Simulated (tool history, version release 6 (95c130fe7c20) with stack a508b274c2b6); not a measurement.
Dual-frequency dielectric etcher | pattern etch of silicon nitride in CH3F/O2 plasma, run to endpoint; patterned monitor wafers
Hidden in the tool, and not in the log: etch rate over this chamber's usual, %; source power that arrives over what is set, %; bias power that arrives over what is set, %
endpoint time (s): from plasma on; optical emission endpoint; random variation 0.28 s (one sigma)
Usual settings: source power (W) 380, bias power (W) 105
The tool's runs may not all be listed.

run	hour	source power (W)	bias power (W)	wafers since the last listed run	hours since the last wet clean	hours since the last source power generator calibration	hours since the last bias power generator calibration	hours since the last upper electrode change	incoming incoming film thickness, nm	endpoint time (s)
1	0.0	380	98	0	353.5	1546.2	2481.7	4308.1	61.4	58.6
2	42.6	380	98	368	396.1	1588.8	2524.3	4350.7	60.8	57.8
# hour 117.9: wet clean of the chamber
3	135.1	380	98	592	17.2	1681.3	2616.8	4443.2	61.0	60.4
4	182.3	380	105	408	64.4	1728.5	2664.0	4490.4	61.6	59.7
5	247.5	430	105	564	129.6	1793.7	2729.2	4555.6	61.3	55.0
6	290.9	430	105	375	173.0	1837.1	2772.6	4599.0	61.0	54.1
7	389.7	430	105	854	271.8	1935.9	2871.4	4697.8	61.6	53.9
# hour 648.0: wet clean of the chamber
8	662.2	380	92	2149	14.2	2208.4	3143.9	4970.3	60.9	60.7
9	714.8	380	92	455	66.8	2261.0	3196.5	5022.9	61.0	60.7
# hour 761.5: bias power generator calibrated
10	791.3	380	92	627	143.3	2337.5	29.8	5099.4	61.6	60.5
11	895.0	380	105	897	247.0	2441.2	133.5	5203.1	61.0	56.8
# hour 1057.6: wet clean of the chamber
12	1149.4	430	105	1993	91.8	2695.6	387.9	5457.5	61.1	54.5
13	1201.8	470	79	453	144.2	2748.0	440.3	5509.9	61.1	56.1
# hour 1226.7: source power generator calibrated
14	1301.3	450	119	826	243.7	74.6	539.8	5609.4	61.2	51.2
# hour 1471.0: upper electrode replaced
# hour 1607.8: wet clean of the chamber
15	1613.9	330	98	2289	6.1	387.2	852.4	142.9	62.1	68.1
16	1664.6	410	92	438	56.8	437.9	903.1	193.6	61.4	60.4
17	1705.8	280	98	356	98.0	479.1	944.3	234.8	61.2	74.7
18	1770.5	310	80	559	162.7	543.8	1009.0	299.5	61.1	73.6
19	1863.7	320	96	806	255.9	637.0	1102.2	392.7	60.9	66.9
20	1942.8	350	112	684	335.0	716.1	1181.3	471.8	60.9	59.6
21	2099.4	430	105	1354	491.6	872.7	1337.9	628.4	61.8	53.5
# hour 2152.0: wet clean of the chamber
22	2338.9	380	105	1864	186.9	1112.2	1577.4	867.9	61.4	58.5

3 ways to go on from here, each from the tool as it stands after run 22. What would each give?
A	2339.4	380	105	4	187.4	1112.7	1577.9	868.4	61.5	?
B	2339.4	310	93	4	187.4	1112.7	1577.9	868.4	61.5	?
C	2339.4	300	125	4	187.4	1112.7	1577.9	868.4	61.5	?

run	endpoint time (s)
A	58.5
B	69.2
C	64.0
Without the tool's hidden state the same runs would have given:
run	endpoint time (s)
A	60.7
B	71.9
C	66.4

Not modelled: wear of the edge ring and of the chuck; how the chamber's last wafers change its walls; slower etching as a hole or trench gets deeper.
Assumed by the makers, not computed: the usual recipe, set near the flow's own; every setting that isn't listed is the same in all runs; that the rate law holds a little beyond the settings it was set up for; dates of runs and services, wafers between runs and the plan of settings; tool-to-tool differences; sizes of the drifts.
